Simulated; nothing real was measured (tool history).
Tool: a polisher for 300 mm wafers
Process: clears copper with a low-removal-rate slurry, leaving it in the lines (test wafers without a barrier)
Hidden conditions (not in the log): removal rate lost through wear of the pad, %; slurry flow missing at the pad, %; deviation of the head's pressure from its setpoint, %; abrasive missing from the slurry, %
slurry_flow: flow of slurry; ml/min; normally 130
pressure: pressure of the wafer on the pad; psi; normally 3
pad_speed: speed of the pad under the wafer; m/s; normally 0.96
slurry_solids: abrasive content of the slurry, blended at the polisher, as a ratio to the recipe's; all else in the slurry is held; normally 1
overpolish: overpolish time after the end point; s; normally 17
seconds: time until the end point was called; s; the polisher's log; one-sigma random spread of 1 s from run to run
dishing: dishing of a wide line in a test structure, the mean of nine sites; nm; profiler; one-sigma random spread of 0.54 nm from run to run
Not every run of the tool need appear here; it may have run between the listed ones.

run   hour  slurry_flow  pressure  pad_speed  slurry_solids  overpolish  wafers since the last listed run  wafers polished on this pad  hours since the slurry nozzle was cleaned  hours since the head pressure was calibrated  hours since the slurry blender was calibrated  incoming thickness of the incoming film, nm  seconds  dishing
  1      0          130         3       0.96              1          12                                 0                          320                                      365.4                                         339.6                                          157.3                                        328.7    131.8     25.2
      27.6  -- slurry blender recalibrated
  2   29.7          105         3       0.96              1          17                               190                          510                                      395.1                                         369.3                                            2.1                                        333.9    141.1       32
  3   43.3          130         3       0.96              1          17                                93                          604                                      408.7                                         382.9                                           15.7                                        331.8    134.3       34
  4   59.6          130         3       0.96              1          17                               112                          716                                        425                                         399.2                                             32                                        337.3    138.7     33.7
      70.1  -- worn pad replaced by a new one
  5   73.2          130         3       0.96              1          17                                65                           21                                      438.6                                         412.8                                           45.6                                        334.9    131.7     34.3
  6   89.2          130         3       0.96              1          17                               109                          131                                      454.6                                         428.8                                           61.6                                        334.6    135.7     33.9
  7  116.4          130         3       0.96              1          17                               186                          318                                      481.8                                           456                                           88.8                                        330.3    134.7     34.1
  8  129.7          130         3       0.82              1          17                                91                          409                                      495.1                                         469.3                                          102.1                                        339.3    161.3     29.6
  9  159.8          130         3       0.82              1          17                               206                          616                                      525.2                                         499.4                                          132.2                                        330.1    159.6     28.9
     164.4  -- worn pad replaced by a new one
 10  176.6          130         3       0.96              1          17                                87                           83                                        542                                         516.2                                            149                                        337.2    137.5     33.8
 11  196.1          130         3        1.2              1          17                               134                          217                                      561.5                                         535.7                                          168.5                                        334.9    108.5     40.2
     202.1  -- slurry blender recalibrated
     206.4  -- head pressure recalibrated
       275  -- worn pad replaced by a new one
 12  281.3          130         3       0.96              1          17                               530                           43                                      646.7                                          74.9                                           79.2                                          332    135.4     34.4
 13  295.8          130         3       0.88              1          17                                99                          143                                      661.2                                          89.4                                           93.7                                          332    145.2     31.7
 14  310.3          130         3       0.76              1          17                                99                          242                                      675.7                                         103.9                                          108.2                                        334.1    174.1     27.8
 15  326.7          130         3       0.96              1          11                               112                          355                                      692.1                                         120.3                                          124.6                                        333.8    136.1     22.2
 16  339.5          130         3       1.16              1          17                                87                          443                                      704.9                                         133.1                                          137.4                                        329.9    112.8     39.6

The next listed run, before its measurement:
     374.7  -- slurry blender recalibrated
     396.1  -- worn pad replaced by a new one
 17  399.3          130         3       0.96              1          17                               369                           22                                      764.7                                         192.9                                           24.6                                        332.1        ?        ?

seconds: 135.6 s
dishing: 33.9 nm
On a tool with no hidden condition, and with the same random variation, this run would have come out at seconds 122.1 s, dishing 37.2 nm.
